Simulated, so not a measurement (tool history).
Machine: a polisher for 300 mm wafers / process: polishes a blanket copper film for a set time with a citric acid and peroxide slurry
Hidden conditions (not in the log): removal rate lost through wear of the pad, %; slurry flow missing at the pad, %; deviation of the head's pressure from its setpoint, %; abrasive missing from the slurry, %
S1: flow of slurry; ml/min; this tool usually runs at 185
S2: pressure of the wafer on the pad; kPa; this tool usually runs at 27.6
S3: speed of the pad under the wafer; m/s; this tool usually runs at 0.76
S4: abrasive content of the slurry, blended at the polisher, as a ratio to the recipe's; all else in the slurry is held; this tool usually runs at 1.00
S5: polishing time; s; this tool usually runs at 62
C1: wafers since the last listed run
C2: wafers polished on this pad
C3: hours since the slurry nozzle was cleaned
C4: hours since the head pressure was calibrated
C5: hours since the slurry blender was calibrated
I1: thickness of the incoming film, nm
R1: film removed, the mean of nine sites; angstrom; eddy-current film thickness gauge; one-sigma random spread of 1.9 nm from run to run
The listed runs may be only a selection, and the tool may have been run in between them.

Run 1, hour 0.0: usual settings but S4 0.95; C1 0; C2 2205; C3 560.5; C4 438.0; C5 125.2; I1 1060.1. Result: R1 1493 angstrom.
At hour 20.7: slurry nozzle cleaned.
Run 2, hour 23.8: usual settings; C1 275; C2 2480; C3 3.1; C4 461.8; C5 149.0; I1 1043.9. Result: R1 1496 angstrom.
Run 3, hour 50.9: usual settings; C1 327; C2 2807; C3 30.2; C4 488.9; C5 176.1; I1 1051.1. Result: R1 1506 angstrom.
At hour 55.0: worn pad replaced by a new one.
At hour 78.3: head pressure recalibrated.
Run 4, hour 78.8: usual settings; C1 264; C2 262; C3 58.1; C4 0.5; C5 204.0; I1 1041.1. Result: R1 1359 angstrom.
Run 5, hour 96.9: usual settings but S2 21.4 kPa; C1 218; C2 481; C3 76.2; C4 18.6; C5 222.1; I1 1065.7. Result: R1 1071 angstrom.
At hour 125.2: slurry blender recalibrated.
Run 6, hour 147.4: usual settings; C1 585; C2 1066; C3 126.7; C4 69.1; C5 22.2; I1 1053.0. Result: R1 1416 angstrom.
Run 7, hour 174.1: usual settings; C1 322; C2 1388; C3 153.4; C4 95.8; C5 48.9; I1 1045.6. Result: R1 1458 angstrom.
Run 8, hour 246.7: usual settings but S2 24.1 kPa; C1 876; C2 2264; C3 226.0; C4 168.4; C5 121.5; I1 1061.3. Result: R1 1288 angstrom.
At hour 253.2: worn pad replaced by a new one.
At hour 330.5: slurry blender recalibrated.
Run 9, hour 339.8: usual settings but S2 24.1 kPa; C1 1051; C2 1020; C3 319.1; C4 261.5; C5 9.3; I1 1069.9. Result: R1 1321 angstrom.
Run 10, hour 362.1: usual settings but S4 1.10, S5 82 s; C1 269; C2 1289; C3 341.4; C4 283.8; C5 31.6; I1 1048.5. Result: R1 2044 angstrom.
Run 11, hour 375.4: usual settings; C1 160; C2 1450; C3 354.7; C4 297.1; C5 44.9; I1 1052.8. Result: R1 1511 angstrom.
Run 12, hour 397.9: usual settings; C1 271; C2 1721; C3 377.2; C4 319.6; C5 67.4; I1 1049.2. Result: R1 1508 angstrom.
Run 13, hour 410.0: usual settings but S1 160 ml/min, S3 0.64 m/s; C1 146; C2 1867; C3 389.3; C4 331.7; C5 79.5; I1 1050.9. Result: R1 1289 angstrom.
Run 14, hour 443.6: usual settings but S2 31.7 kPa, S3 0.56 m/s; C1 405; C2 2273; C3 422.9; C4 365.3; C5 113.1; I1 1053.9. Result: R1 1357 angstrom.
Run 15, hour 465.6: usual settings but S3 0.84 m/s; C1 265; C2 2538; C3 444.9; C4 387.3; C5 135.1; I1 1082.0. Result: R1 1643 angstrom.
Run 16, hour 487.6: usual settings; C1 265; C2 2804; C3 466.9; C4 409.3; C5 157.1; I1 1061.8. Result: R1 1495 angstrom.
At hour 496.4: worn pad replaced by a new one.
Run 17, hour 522.5: usual settings but S1 165 ml/min, S5 43 s; C1 372; C2 314; C3 501.8; C4 444.2; C5 192.0; I1 1049.3. Result: R1 1040 angstrom.
Run 18, hour 537.5: usual settings but S2 30.3 kPa, S5 52 s; C1 181; C2 495; C3 516.8; C4 459.2; C5 207.0; I1 1065.4. Result: R1 1413 angstrom.
At hour 552.2: slurry blender recalibrated.
Run 19, hour 564.1: usual settings but S1 230 ml/min, S3 0.98 m/s, S4 1.30, S5 77 s; C1 296; C2 792; C3 543.4; C4 485.8; C5 11.9; I1 1047.6. Result: R1 2566 angstrom.
At hour 565.5: slurry nozzle cleaned.
At hour 621.7: head pressure recalibrated.
Run 20, hour 631.1: usual settings but S1 235 ml/min, S3 0.56 m/s; C1 772; C2 1564; C3 65.6; C4 9.4; C5 78.9; I1 1073.4. Result: R1 1089 angstrom.
Run 21, hour 654.4: usual settings but S4 1.10; C1 281; C2 1845; C3 88.9; C4 32.7; C5 102.2; I1 1061.7. Result: R1 1431 angstrom.
Run 22, hour 685.3: usual settings but S1 220 ml/min, S2 20.7 kPa, S5 68 s; C1 372; C2 2218; C3 119.8; C4 63.6; C5 133.1; I1 1056.6. Result: R1 1186 angstrom.
Run 23, hour 698.5: usual settings but S1 155 ml/min, S2 19.3 kPa, S3 0.54 m/s, S5 80 s; C1 159; C2 2378; C3 133.0; C4 76.8; C5 146.3; I1 1057.7. Result: R1 973 angstrom.
Run 24, hour 716.2: usual settings; C1 213; C2 2591; C3 150.7; C4 94.5; C5 164.0; I1 1060.3. Result: R1 1426 angstrom.
Run 25, hour 736.1: usual settings but S1 235 ml/min, S2 30.3 kPa; C1 240; C2 2832; C3 170.6; C4 114.4; C5 183.9; I1 1067.4. Result: R1 1648 angstrom.
At hour 744.7: slurry blender recalibrated.
At hour 750.0: worn pad replaced by a new one.
Run 26, hour 754.6: usual settings; C1 150; C2 55; C3 189.1; C4 132.9; C5 9.9; I1 1047.6. Result: R1 1442 angstrom.
Run 27, hour 770.4: usual settings; C1 190; C2 246; C3 204.9; C4 148.7; C5 25.7; I1 1072.0. Result: R1 1476 angstrom.
Run 28, hour 801.9: usual settings but S4 1.15; C1 380; C2 626; C3 236.4; C4 180.2; C5 57.2; I1 1053.9. Result: R1 1529 angstrom.
Run 29, hour 822.9: usual settings but S2 23.4 kPa, S5 70 s; C1 253; C2 879; C3 257.4; C4 201.2; C5 78.2; I1 1043.8. Result: R1 1430 angstrom.

Predict each of these 5 candidate next runs independently; none follows another, all start after run 29:
Run A, hour 823.3: usual settings but S3 0.62 m/s; C1 4; C2 884; C3 257.8; C4 201.6; C5 78.6; I1 1074.6. Result: R1 ?.
Run B, hour 823.3: usual settings but S1 210 ml/min, S2 19.3 kPa, S3 0.92 m/s; C1 4; C2 884; C3 257.8; C4 201.6; C5 78.6; I1 1074.6. Result: R1 ?.
Run C, hour 823.3: usual settings but S3 0.64 m/s; C1 4; C2 884; C3 257.8; C4 201.6; C5 78.6; I1 1074.6. Result: R1 ?.
Run D, hour 823.3: usual settings but S1 120 ml/min, S3 0.94 m/s, S4 1.15; C1 4; C2 884; C3 257.8; C4 201.6; C5 78.6; I1 1074.6. Result: R1 ?.
Run E, hour 823.3: usual settings but S4 0.85; C1 4; C2 884; C3 257.8; C4 201.6; C5 78.6; I1 1074.6. Result: R1 ?.

run    R1
  A  1228
  B  1209
  C  1259
  D  1664
  E  1401
Take away the tool's hidden state, keep each run's random variation, and the runs would have read:
run    R1
  A  1129
  B  1112
  C  1157
  D  1529
  E  1288

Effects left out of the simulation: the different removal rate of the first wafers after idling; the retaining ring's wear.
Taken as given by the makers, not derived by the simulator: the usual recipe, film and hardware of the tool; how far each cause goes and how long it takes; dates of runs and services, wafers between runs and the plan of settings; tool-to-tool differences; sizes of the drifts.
